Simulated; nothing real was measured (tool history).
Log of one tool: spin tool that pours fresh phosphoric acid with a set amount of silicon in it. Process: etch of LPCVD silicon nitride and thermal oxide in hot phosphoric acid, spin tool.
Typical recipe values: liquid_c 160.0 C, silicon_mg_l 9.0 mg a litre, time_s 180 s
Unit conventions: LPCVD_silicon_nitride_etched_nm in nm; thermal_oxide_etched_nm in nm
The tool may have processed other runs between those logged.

run	hour	liquid_c	silicon_mg_l	time_s	read-back film thickness of the LPCVD silicon nitride reference wafer, read on the same gauge (nm)	read-back film thickness of the thermal oxide reference wafer, read on the same gauge (nm)	LPCVD_silicon_nitride_etched_nm	thermal_oxide_etched_nm
1	0.0	160.0	9.0	135	110.00	99.980	8.52	0.218
2	32.3	160.0	9.0	135	110.00	100.033	8.46	0.194
# hour 85.9: dissolved silicon flow meter replaced
3	90.0	160.0	9.0	135	110.01	99.986	8.45	0.201
4	138.9	160.0	9.0	180	110.00	100.008	11.16	0.290
5	193.0	160.0	9.0	180	110.01	99.994	11.23	0.291
6	234.7	160.0	9.0	180	109.99	100.009	11.12	0.244
7	272.3	160.0	9.0	180	110.01	99.991	11.03	0.298
8	318.5	160.0	9.0	180	110.00	100.016	11.05	0.268
# hour 325.8: thermometer replaced
9	360.4	160.0	9.0	180	109.99	100.022	11.74	0.322
# hour 372.2: gauge calibrated
10	431.9	160.0	9.0	180	109.99	100.013	11.73	0.308
# hour 461.3: heated supply line repaired
11	485.6	160.0	9.0	135	109.99	99.980	10.06	0.300
12	515.8	159.0	11.0	270	110.00	100.014	19.57	0.597
13	577.4	158.0	9.0	180	110.02	100.053	12.47	0.337
14	641.8	162.5	13.5	255	110.00	99.966	20.39	0.577
# hour 679.9: dissolved silicon flow meter replaced
15	696.1	161.5	9.0	125	110.02	99.985	9.67	0.303
16	760.0	158.0	6.0	145	110.01	100.000	9.90	0.269
17	821.3	160.0	9.0	180	110.01	100.040	13.09	0.405
18	884.2	159.0	9.0	270	110.00	100.025	18.99	0.521

What will run 19 give?
19	920.5	158.5	14.5	250	?	?	?	?

{"run 19": {"read-back film thickness of the LPCVD silicon nitride reference wafer, read on the same gauge (nm)": 110.0, "read-back film thickness of the thermal oxide reference wafer, read on the same gauge (nm)": 100.001, "LPCVD_silicon_nitride_etched_nm": 17.25, "thermal_oxide_etched_nm": 0.409}}
Were there no unlogged condition in the tool, this run, its random variation unchanged, would have produced LPCVD_silicon_nitride_etched_nm 17.94 nm, thermal_oxide_etched_nm 0.446 nm.
